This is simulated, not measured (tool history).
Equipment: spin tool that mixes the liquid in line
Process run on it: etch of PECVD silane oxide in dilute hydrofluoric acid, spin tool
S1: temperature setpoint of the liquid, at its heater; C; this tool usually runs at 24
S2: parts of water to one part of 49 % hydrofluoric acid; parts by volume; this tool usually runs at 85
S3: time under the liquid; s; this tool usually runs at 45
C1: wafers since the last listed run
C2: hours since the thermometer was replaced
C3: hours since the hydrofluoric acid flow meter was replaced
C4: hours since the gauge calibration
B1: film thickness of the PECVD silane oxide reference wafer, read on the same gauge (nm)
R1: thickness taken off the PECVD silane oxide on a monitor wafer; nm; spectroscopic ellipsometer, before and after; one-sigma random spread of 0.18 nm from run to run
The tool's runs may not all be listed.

{"run": 1, "hour": 0.0, "S1": 26, "S2": 85, "S3": 45, "C1": 0, "C2": 707.4, "C3": 891.1, "C4": 483, "B1": 39.98, "R1": 31.48}
{"run": 2, "hour": 47.9, "S1": 24, "S2": 55, "S3": 45, "C1": 954, "C2": 755.3, "C3": 939, "C4": 530.9, "B1": 40.01, "R1": 46.89}
{"hour": 72.0, "done": "thermometer replaced"}
{"run": 3, "hour": 140.7, "S1": 24, "S2": 55, "S3": 45, "C1": 1829, "C2": 68.7, "C3": 1031.8, "C4": 623.7, "B1": 39.97, "R1": 45.86}
{"hour": 180.2, "done": "hydrofluoric acid flow meter replaced"}
{"run": 4, "hour": 232.3, "S1": 24, "S2": 55, "S3": 45, "C1": 1805, "C2": 160.3, "C3": 52.1, "C4": 715.3, "B1": 40, "R1": 45.89}
{"run": 5, "hour": 282.2, "S1": 24, "S2": 85, "S3": 45, "C1": 994, "C2": 210.2, "C3": 102, "C4": 765.2, "B1": 39.97, "R1": 28.49}
{"run": 6, "hour": 327.3, "S1": 24, "S2": 85, "S3": 45, "C1": 898, "C2": 255.3, "C3": 147.1, "C4": 810.3, "B1": 40.01, "R1": 28.34}
{"run": 7, "hour": 377.3, "S1": 24, "S2": 85, "S3": 45, "C1": 996, "C2": 305.3, "C3": 197.1, "C4": 860.3, "B1": 40.01, "R1": 28.73}
{"run": 8, "hour": 481.5, "S1": 24, "S2": 85, "S3": 30, "C1": 2076, "C2": 409.5, "C3": 301.3, "C4": 964.5, "B1": 40, "R1": 19.23}
{"run": 9, "hour": 528.3, "S1": 24, "S2": 85, "S3": 30, "C1": 932, "C2": 456.3, "C3": 348.1, "C4": 1011.3, "B1": 40.02, "R1": 19.34}
{"run": 10, "hour": 588.9, "S1": 24, "S2": 85, "S3": 30, "C1": 1207, "C2": 516.9, "C3": 408.7, "C4": 1071.9, "B1": 40.01, "R1": 19.38}
{"run": 11, "hour": 668.3, "S1": 21, "S2": 85, "S3": 45, "C1": 1582, "C2": 596.3, "C3": 488.1, "C4": 1151.3, "B1": 39.98, "R1": 25.82}
{"run": 12, "hour": 767.5, "S1": 21, "S2": 85, "S3": 45, "C1": 1977, "C2": 695.5, "C3": 587.3, "C4": 1250.5, "B1": 40, "R1": 25.91}
{"hour": 817.2, "done": "gauge calibrated"}
{"run": 13, "hour": 854.6, "S1": 21, "S2": 85, "S3": 45, "C1": 1736, "C2": 782.6, "C3": 674.4, "C4": 37.4, "B1": 39.98, "R1": 25.62}
{"run": 14, "hour": 947.9, "S1": 24, "S2": 85, "S3": 45, "C1": 1859, "C2": 875.9, "C3": 767.7, "C4": 130.7, "B1": 40.03, "R1": 28.99}
{"hour": 948.9, "done": "thermometer replaced"}
{"hour": 986.5, "done": "hydrofluoric acid flow meter replaced"}
{"run": 15, "hour": 1010.6, "S1": 24, "S2": 85, "S3": 60, "C1": 1209, "C2": 61.7, "C3": 24.1, "C4": 193.4, "B1": 39.98, "R1": 37.68}
{"run": 16, "hour": 1059.3, "S1": 27.5, "S2": 95, "S3": 60, "C1": 970, "C2": 110.4, "C3": 72.8, "C4": 242.1, "B1": 40.03, "R1": 38.29}
{"run": 17, "hour": 1166.1, "S1": 28, "S2": 70, "S3": 30, "C1": 2128, "C2": 217.2, "C3": 179.6, "C4": 348.9, "B1": 39.97, "R1": 28.06}
{"run": 18, "hour": 1219.8, "S1": 20, "S2": 85, "S3": 60, "C1": 1070, "C2": 270.9, "C3": 233.3, "C4": 402.6, "B1": 39.98, "R1": 32.79}
{"run": 19, "hour": 1257.0, "S1": 24, "S2": 105, "S3": 45, "C1": 741, "C2": 308.1, "C3": 270.5, "C4": 439.8, "B1": 39.99, "R1": 22.75}
{"run": 20, "hour": 1294.0, "S1": 24, "S2": 55, "S3": 55, "C1": 737, "C2": 345.1, "C3": 307.5, "C4": 476.8, "B1": 40.02, "R1": 56.33}
{"run": 21, "hour": 1347.5, "S1": 21.5, "S2": 85, "S3": 45, "C1": 1066, "C2": 398.6, "C3": 361, "C4": 530.3, "B1": 39.97, "R1": 26.17}
{"run": 22, "hour": 1407.0, "S1": 24, "S2": 85, "S3": 45, "C1": 1185, "C2": 458.1, "C3": 420.5, "C4": 589.8, "B1": 39.98, "R1": 28.72}
{"run": 23, "hour": 1479.8, "S1": 24, "S2": 70, "S3": 45, "C1": 1451, "C2": 530.9, "C3": 493.3, "C4": 662.6, "B1": 40.01, "R1": 35.89}
{"run": 24, "hour": 1520.9, "S1": 19, "S2": 65, "S3": 55, "C1": 819, "C2": 572, "C3": 534.4, "C4": 703.7, "B1": 40, "R1": 38.68}
{"run": 25, "hour": 1617.5, "S1": 24, "S2": 85, "S3": 45, "C1": 1925, "C2": 668.6, "C3": 631, "C4": 800.3, "B1": 40.04, "R1": 29.09}
{"run": 26, "hour": 1687.5, "S1": 26, "S2": 85, "S3": 45, "C1": 1395, "C2": 738.6, "C3": 701, "C4": 870.3, "B1": 40, "R1": 31.49}
{"run": 27, "hour": 1783.4, "S1": 22.5, "S2": 85, "S3": 55, "C1": 1911, "C2": 834.5, "C3": 796.9, "C4": 966.2, "B1": 39.99, "R1": 33.59}
{"hour": 1824.5, "done": "thermometer replaced"}
{"run": 28, "hour": 1846.3, "S1": 24, "S2": 70, "S3": 30, "C1": 1233, "C2": 21.8, "C3": 859.8, "C4": 1029.1, "B1": 40, "R1": 23.42}

Had the tool no unlogged condition, and each run kept its random variation, what would the results have been?
The tool's hidden condition here consists of: liquid hotter than its thermometer reads (K); hydrofluoric acid flow below the setpoint (%); gauge reads high (%).
run=1 R1=30.5
run=2 R1=45.28
run=3 R1=45.64
run=4 R1=45.49
run=5 R1=28.2
run=6 R1=27.99
run=7 R1=28.32
run=8 R1=18.88
run=9 R1=18.95
run=10 R1=18.95
run=11 R1=25.14
run=12 R1=25.12
run=13 R1=24.76
run=14 R1=27.93
run=15 R1=37.41
run=16 R1=37.95
run=17 R1=27.69
run=18 R1=32.26
run=19 R1=22.37
run=20 R1=55.26
run=21 R1=25.62
run=22 R1=28.06
run=23 R1=34.96
run=24 R1=37.56
run=25 R1=28.19
run=26 R1=30.45
run=27 R1=32.31
run=28 R1=23.35
